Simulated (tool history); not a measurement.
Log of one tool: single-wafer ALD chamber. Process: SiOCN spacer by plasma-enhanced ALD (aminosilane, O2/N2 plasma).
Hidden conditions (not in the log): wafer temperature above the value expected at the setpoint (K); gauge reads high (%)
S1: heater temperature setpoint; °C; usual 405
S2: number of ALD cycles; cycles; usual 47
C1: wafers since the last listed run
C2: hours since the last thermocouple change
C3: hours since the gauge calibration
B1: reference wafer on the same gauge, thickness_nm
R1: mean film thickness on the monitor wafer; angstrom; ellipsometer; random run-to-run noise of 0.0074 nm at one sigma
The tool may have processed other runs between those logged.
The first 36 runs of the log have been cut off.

run 37 hour=824.9 | S1=405 S2=47 | C1=136 C2=279.5 C3=46.2 | B1=2.450 | R1=29.76
run 38 hour=843.4 | S1=405 S2=47 | C1=110 C2=298.0 C3=64.7 | B1=2.448 | R1=29.78
run 39 hour=882.0 | S1=396 S2=38 | C1=229 C2=336.6 C3=103.3 | B1=2.450 | R1=24.35
run 40 hour=904.9 | S1=392 S2=50 | C1=136 C2=359.5 C3=126.2 | B1=2.449 | R1=32.05
run 41 hour=928.7 | S1=405 S2=47 | C1=141 C2=383.3 C3=150.0 | B1=2.451 | R1=29.60
run 42 hour=950.6 | S1=413 S2=50 | C1=130 C2=405.2 C3=171.9 | B1=2.449 | R1=31.03
run 43 hour=965.0 | S1=405 S2=47 | C1=85 C2=419.6 C3=186.3 | B1=2.450 | R1=29.74
run 44 hour=991.5 | S1=417 S2=39 | C1=157 C2=446.1 C3=212.8 | B1=2.451 | R1=23.86
run 45 hour=1054.5 | S1=399 S2=56 | C1=374 C2=509.1 C3=275.8 | B1=2.450 | R1=36.04
run 46 hour=1084.4 | S1=413 S2=47 | C1=177 C2=539.0 C3=305.7 | B1=2.451 | R1=28.98
run 47 hour=1113.3 | S1=412 S2=47 | C1=172 C2=567.9 C3=334.6 | B1=2.450 | R1=29.15
run 48 hour=1147.6 | S1=405 S2=56 | C1=204 C2=602.2 C3=368.9 | B1=2.449 | R1=35.28

Branching from run 48: 3 alternative next runs. What would each branch give?
run A hour=1148.1 | S1=409 S2=47 | C1=2 C2=602.7 C3=369.4 | B1=? | R1=?
run B hour=1148.1 | S1=396 S2=43 | C1=2 C2=602.7 C3=369.4 | B1=? | R1=?
run C hour=1148.1 | S1=393 S2=47 | C1=2 C2=602.7 C3=369.4 | B1=? | R1=?

run=A B1=2.451 R1=29.33
run=B B1=2.451 R1=27.54
run=C B1=2.451 R1=30.10
Stripped of hidden state, with their random variation kept, the same runs would have yielded:
run=A R1=29.33
run=B R1=27.54
run=C R1=30.10
